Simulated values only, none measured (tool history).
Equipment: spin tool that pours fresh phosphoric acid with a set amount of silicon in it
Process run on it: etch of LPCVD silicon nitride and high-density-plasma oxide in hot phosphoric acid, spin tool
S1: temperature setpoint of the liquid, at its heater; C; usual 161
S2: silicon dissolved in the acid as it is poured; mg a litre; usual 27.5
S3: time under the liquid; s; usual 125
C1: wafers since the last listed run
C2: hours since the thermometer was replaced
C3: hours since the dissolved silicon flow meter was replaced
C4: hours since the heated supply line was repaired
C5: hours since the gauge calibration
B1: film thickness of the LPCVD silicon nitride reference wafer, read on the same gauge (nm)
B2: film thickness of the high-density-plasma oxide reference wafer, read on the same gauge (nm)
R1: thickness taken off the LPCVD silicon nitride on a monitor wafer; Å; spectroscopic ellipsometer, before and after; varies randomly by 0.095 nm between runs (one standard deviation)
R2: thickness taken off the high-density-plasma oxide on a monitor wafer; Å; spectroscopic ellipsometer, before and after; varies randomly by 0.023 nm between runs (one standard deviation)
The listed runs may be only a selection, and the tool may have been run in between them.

{"run": 1, "hour": 0.0, "S1": 161, "S2": 17, "S3": 125, "C1": 0, "C2": 1710.5, "C3": 728.4, "C4": 1343.3, "C5": 191.7, "B1": 109.98, "B2": 130.013, "R1": 109.4, "R2": 4.37}
{"run": 2, "hour": 16.2, "S1": 161, "S2": 17, "S3": 125, "C1": 177, "C2": 1726.7, "C3": 744.6, "C4": 1359.5, "C5": 207.9, "B1": 110, "B2": 130.001, "R1": 111, "R2": 4.15}
{"run": 3, "hour": 36.0, "S1": 161, "S2": 17, "S3": 125, "C1": 217, "C2": 1746.5, "C3": 764.4, "C4": 1379.3, "C5": 227.7, "B1": 110, "B2": 130.02, "R1": 110.4, "R2": 4.04}
{"run": 4, "hour": 68.2, "S1": 161, "S2": 27.5, "S3": 95, "C1": 353, "C2": 1778.7, "C3": 796.6, "C4": 1411.5, "C5": 259.9, "B1": 110.02, "B2": 130.019, "R1": 83.8, "R2": 2.26}
{"run": 5, "hour": 99.1, "S1": 161, "S2": 27.5, "S3": 125, "C1": 339, "C2": 1809.6, "C3": 827.5, "C4": 1442.4, "C5": 290.8, "B1": 110.01, "B2": 129.978, "R1": 111.6, "R2": 2.72}
{"run": 6, "hour": 132.5, "S1": 161, "S2": 27.5, "S3": 125, "C1": 366, "C2": 1843, "C3": 860.9, "C4": 1475.8, "C5": 324.2, "B1": 109.98, "B2": 130.001, "R1": 110, "R2": 2.91}
{"run": 7, "hour": 161.0, "S1": 161, "S2": 27.5, "S3": 125, "C1": 313, "C2": 1871.5, "C3": 889.4, "C4": 1504.3, "C5": 352.7, "B1": 109.98, "B2": 129.974, "R1": 109.3, "R2": 3.1}
{"run": 8, "hour": 174.6, "S1": 161, "S2": 27.5, "S3": 125, "C1": 149, "C2": 1885.1, "C3": 903, "C4": 1517.9, "C5": 366.3, "B1": 110, "B2": 130.001, "R1": 108.1, "R2": 3.16}
{"hour": 178.7, "done": "gauge calibrated"}
{"hour": 193.3, "done": "heated supply line repaired"}
{"run": 9, "hour": 204.8, "S1": 161, "S2": 27.5, "S3": 105, "C1": 320, "C2": 1915.3, "C3": 933.2, "C4": 11.5, "C5": 26.1, "B1": 110, "B2": 129.98, "R1": 103.3, "R2": 3.55}
{"run": 10, "hour": 239.2, "S1": 161, "S2": 27.5, "S3": 125, "C1": 377, "C2": 1949.7, "C3": 967.6, "C4": 45.9, "C5": 60.5, "B1": 110.02, "B2": 130.009, "R1": 125, "R2": 4.14}
{"run": 11, "hour": 265.4, "S1": 159.5, "S2": 21, "S3": 170, "C1": 287, "C2": 1975.9, "C3": 993.8, "C4": 72.1, "C5": 86.7, "B1": 110, "B2": 130.006, "R1": 159.8, "R2": 5.7}

Run 12 comes next. What will it give?
{"run": 12, "hour": 284.3, "S1": 161, "S2": 27.5, "S3": 125, "C1": 207, "C2": 1994.8, "C3": 1012.7, "C4": 91, "C5": 105.6, "B1": "?", "B2": "?", "R1": "?", "R2": "?"}

B1: 110.01
B2: 129.993
R1: 123.3 Å
R2: 3.85 Å
On a tool with no hidden condition, and with the same random variation, this run would have come out at R1 124.4 Å, R2 3.92 Å.
